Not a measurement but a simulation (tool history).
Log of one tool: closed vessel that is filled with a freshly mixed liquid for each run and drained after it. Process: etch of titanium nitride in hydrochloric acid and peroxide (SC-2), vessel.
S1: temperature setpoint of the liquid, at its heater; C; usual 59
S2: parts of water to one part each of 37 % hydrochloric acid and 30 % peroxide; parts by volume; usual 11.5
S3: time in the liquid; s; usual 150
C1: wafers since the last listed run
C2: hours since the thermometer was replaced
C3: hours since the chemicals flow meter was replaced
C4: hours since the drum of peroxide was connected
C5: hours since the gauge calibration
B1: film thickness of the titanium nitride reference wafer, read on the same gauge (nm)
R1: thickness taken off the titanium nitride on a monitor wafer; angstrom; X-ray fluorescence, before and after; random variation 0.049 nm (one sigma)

| run | hour | S1 | S2 | S3 | C1 | C2 | C3 | C4 | C5 | B1 | R1 |
|---|---|---|---|---|---|---|---|---|---|---|---|
| 1 | 0 | 59 | 11.5 | 150 | 0 | 1480 | 1216.1 | 145.6 | 456.1 | 99.99 | 91.7 |
|  | 69.8 | chemicals flow meter replaced |
| 2 | 78.9 | 59 | 15 | 150 | 9596 | 1558.9 | 9.1 | 224.5 | 535 | 99.99 | 72.9 |
| 3 | 115.5 | 59 | 15 | 150 | 4508 | 1595.5 | 45.7 | 261.1 | 571.6 | 99.98 | 73.5 |
| 4 | 171.1 | 59 | 11.5 | 150 | 6849 | 1651.1 | 101.3 | 316.7 | 627.2 | 100 | 92.5 |
| 5 | 225.3 | 59 | 11.5 | 150 | 6677 | 1705.3 | 155.5 | 370.9 | 681.4 | 99.97 | 93.1 |
| 6 | 287.4 | 59 | 11.5 | 150 | 7650 | 1767.4 | 217.6 | 433 | 743.5 | 100.01 | 91.9 |
| 7 | 351.7 | 51.5 | 11.5 | 150 | 7921 | 1831.7 | 281.9 | 497.3 | 807.8 | 100.02 | 57.8 |
|  | 371.3 | gauge calibrated |
| 8 | 441.9 | 51.5 | 11.5 | 150 | 11112 | 1921.9 | 372.1 | 587.5 | 70.6 | 100 | 58 |
| 9 | 496.2 | 51.5 | 11.5 | 150 | 6689 | 1976.2 | 426.4 | 641.8 | 124.9 | 100.01 | 57.8 |
|  | 559.8 | thermometer replaced |
| 10 | 581.8 | 59 | 11.5 | 150 | 10422 | 22 | 512 | 727.4 | 210.5 | 100.03 | 87.3 |
| 11 | 656.8 | 59 | 13 | 150 | 9239 | 97 | 587 | 802.4 | 285.5 | 100.01 | 77.5 |
| 12 | 734.2 | 59 | 11.5 | 100 | 9535 | 174.4 | 664.4 | 879.8 | 362.9 | 100.01 | 58.5 |
|  | 740.9 | new drum of peroxide connected |
| 13 | 904.7 | 59 | 7 | 150 | 20881 | 344.9 | 834.9 | 163.8 | 533.4 | 99.99 | 132.1 |
|  | 1132.4 | gauge calibrated |
| 14 | 1205.4 | 50 | 8 | 150 | 37044 | 645.6 | 1135.6 | 464.5 | 73 | 100.02 | 66.3 |
| 15 | 1279.5 | 65 | 11.5 | 95 | 9128 | 719.7 | 1209.7 | 538.6 | 147.1 | 99.99 | 81.5 |
|  | 1320.6 | chemicals flow meter replaced |
| 16 | 1360.4 | 59 | 11.5 | 150 | 9843 | 800.6 | 39.8 | 619.5 | 228 | 99.99 | 88.8 |
| 17 | 1431 | 59 | 11.5 | 150 | 8697 | 871.2 | 110.4 | 690.1 | 298.6 | 100.01 | 89.7 |
| 18 | 1503.2 | 65.5 | 16.5 | 90 | 8894 | 943.4 | 182.6 | 762.3 | 370.8 | 100.01 | 59 |
| 19 | 1597.3 | 65.5 | 11.5 | 150 | 11592 | 1037.5 | 276.7 | 856.4 | 464.9 | 100 | 135.4 |
|  | 1616.7 | new drum of peroxide connected |
| 20 | 1651.1 | 59 | 6.5 | 125 | 6504 | 1091.3 | 330.5 | 34.4 | 518.7 | 100.02 | 120.2 |

Forecast each of these 3 alternatives for the next run:
| A | 1651.8 | 59 | 9 | 150 | 86 | 1092 | 331.2 | 35.1 | 519.4 | ? | ? |
| B | 1651.8 | 49 | 14 | 175 | 86 | 1092 | 331.2 | 35.1 | 519.4 | ? | ? |
| C | 1651.8 | 64.5 | 11.5 | 100 | 86 | 1092 | 331.2 | 35.1 | 519.4 | ? | ? |

| run | B1 | R1 |
|---|---|---|
| A | 99.99 | 111.3 |
| B | 99.99 | 46.7 |
| C | 99.99 | 84.9 |
Without the tool's hidden state the same runs would have given:
| run | R1 |
|---|---|
| A | 105.5 |
| B | 44.2 |
| C | 80.7 |
